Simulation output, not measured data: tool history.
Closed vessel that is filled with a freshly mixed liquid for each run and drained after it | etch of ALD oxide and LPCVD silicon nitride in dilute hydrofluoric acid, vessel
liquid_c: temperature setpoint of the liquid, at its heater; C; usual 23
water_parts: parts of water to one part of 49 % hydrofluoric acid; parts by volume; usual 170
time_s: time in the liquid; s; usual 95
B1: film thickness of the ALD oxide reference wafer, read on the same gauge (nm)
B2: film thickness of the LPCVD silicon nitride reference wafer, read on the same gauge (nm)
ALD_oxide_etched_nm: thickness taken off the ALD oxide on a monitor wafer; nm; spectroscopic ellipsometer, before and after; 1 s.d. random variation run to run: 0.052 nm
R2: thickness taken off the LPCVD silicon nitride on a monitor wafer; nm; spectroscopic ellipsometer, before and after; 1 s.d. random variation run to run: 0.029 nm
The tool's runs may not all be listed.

run 1 hour=0 | liquid_c=23 water_parts=170 time_s=95 | B1=110 B2=40.026 | ALD_oxide_etched_nm=9.9 R2=0.327
run 2 hour=10.4 | liquid_c=23 water_parts=170 time_s=95 | B1=109.99 B2=40.007 | ALD_oxide_etched_nm=10.05 R2=0.291
run 3 hour=46.5 | liquid_c=23 water_parts=170 time_s=95 | B1=110.01 B2=40.006 | ALD_oxide_etched_nm=9.99 R2=0.361
run 4 hour=56.1 | liquid_c=23 water_parts=170 time_s=95 | B1=110.02 B2=39.989 | ALD_oxide_etched_nm=10.02 R2=0.314
run 5 hour=62.7 | liquid_c=23 water_parts=170 time_s=95 | B1=109.99 B2=39.991 | ALD_oxide_etched_nm=9.98 R2=0.373
run 6 hour=73.4 | liquid_c=23 water_parts=170 time_s=95 | B1=110.02 B2=40.03 | ALD_oxide_etched_nm=10 R2=0.369
run 7 hour=83.8 | liquid_c=23 water_parts=170 time_s=95 | B1=109.99 B2=39.999 | ALD_oxide_etched_nm=10.07 R2=0.3
run 8 hour=90.6 | liquid_c=25.5 water_parts=125 time_s=130 | B1=110 B2=40.003 | ALD_oxide_etched_nm=21.54 R2=0.705
-- hour=97.1 thermometer replaced
run 9 hour=97.6 | liquid_c=23 water_parts=225 time_s=125 | B1=109.99 B2=40.016 | ALD_oxide_etched_nm=8.54 R2=0.328
run 10 hour=110.1 | liquid_c=26 water_parts=170 time_s=145 | B1=109.97 B2=40.021 | ALD_oxide_etched_nm=15.77 R2=0.554
run 11 hour=118.6 | liquid_c=21 water_parts=170 time_s=60 | B1=110.01 B2=40.004 | ALD_oxide_etched_nm=5.37 R2=0.16
run 12 hour=126.6 | liquid_c=19 water_parts=90 time_s=65 | B1=110.02 B2=40.012 | ALD_oxide_etched_nm=11.03 R2=0.289
run 13 hour=137.8 | liquid_c=19 water_parts=90 time_s=65 | B1=110.02 B2=40.006 | ALD_oxide_etched_nm=10.99 R2=0.294
run 14 hour=154 | liquid_c=28 water_parts=120 time_s=115 | B1=110.03 B2=40.03 | ALD_oxide_etched_nm=20.3 R2=0.715
run 15 hour=160 | liquid_c=26 water_parts=115 time_s=150 | B1=109.96 B2=39.987 | ALD_oxide_etched_nm=25.66 R2=0.757
run 16 hour=173.4 | liquid_c=23 water_parts=170 time_s=95 | B1=109.98 B2=40.007 | ALD_oxide_etched_nm=9.22 R2=0.284
run 17 hour=181.4 | liquid_c=23 water_parts=170 time_s=95 | B1=109.99 B2=39.978 | ALD_oxide_etched_nm=9.18 R2=0.29
run 18 hour=198.9 | liquid_c=23 water_parts=215 time_s=95 | B1=109.96 B2=39.994 | ALD_oxide_etched_nm=6.94 R2=0.232
run 19 hour=215.2 | liquid_c=19 water_parts=135 time_s=80 | B1=110.01 B2=39.993 | ALD_oxide_etched_nm=8.61 R2=0.236
-- hour=225.6 hydrofluoric acid flow meter replaced
run 20 hour=232.4 | liquid_c=19 water_parts=170 time_s=135 | B1=110.02 B2=40.005 | ALD_oxide_etched_nm=11.26 R2=0.362
-- hour=233.4 gauge calibrated
run 21 hour=249.8 | liquid_c=18.5 water_parts=115 time_s=75 | B1=109.99 B2=39.974 | ALD_oxide_etched_nm=9.56 R2=0.24
run 22 hour=266.2 | liquid_c=28 water_parts=240 time_s=115 | B1=109.99 B2=40.028 | ALD_oxide_etched_nm=8.8 R2=0.349
run 23 hour=308.1 | liquid_c=23 water_parts=170 time_s=50 | B1=110 B2=40.003 | ALD_oxide_etched_nm=4.91 R2=0.165
run 24 hour=316.7 | liquid_c=20 water_parts=120 time_s=110 | B1=110 B2=40.017 | ALD_oxide_etched_nm=14.36 R2=0.479
run 25 hour=327.7 | liquid_c=23 water_parts=170 time_s=95 | B1=109.99 B2=39.995 | ALD_oxide_etched_nm=9.41 R2=0.278

Predict each of these 5 candidate next runs independently; none follows another, all start after run 25:
run A hour=328.4 | liquid_c=23 water_parts=170 time_s=95 | B1=? B2=? | ALD_oxide_etched_nm=? R2=?
run B hour=328.4 | liquid_c=20 water_parts=150 time_s=95 | B1=? B2=? | ALD_oxide_etched_nm=? R2=?
run C hour=328.4 | liquid_c=18 water_parts=215 time_s=115 | B1=? B2=? | ALD_oxide_etched_nm=? R2=?
run D hour=328.4 | liquid_c=23 water_parts=225 time_s=140 | B1=? B2=? | ALD_oxide_etched_nm=? R2=?
run E hour=328.4 | liquid_c=19 water_parts=220 time_s=95 | B1=? B2=? | ALD_oxide_etched_nm=? R2=?

run=A B1=110.02 B2=40.008 ALD_oxide_etched_nm=9.39 R2=0.299
run=B B1=110.02 B2=40.008 ALD_oxide_etched_nm=9.68 R2=0.278
run=C B1=110.02 B2=40.008 ALD_oxide_etched_nm=7.09 R2=0.208
run=D B1=110.02 B2=40.008 ALD_oxide_etched_nm=9.85 R2=0.334
run=E B1=110.02 B2=40.008 ALD_oxide_etched_nm=5.92 R2=0.179
The same runs, with their run-to-run variation unchanged, on a tool lacking any hidden condition would have given:
run=A ALD_oxide_etched_nm=9.15 R2=0.286
run=B ALD_oxide_etched_nm=9.42 R2=0.266
run=C ALD_oxide_etched_nm=6.9 R2=0.199
run=D ALD_oxide_etched_nm=9.61 R2=0.32
run=E ALD_oxide_etched_nm=5.76 R2=0.171
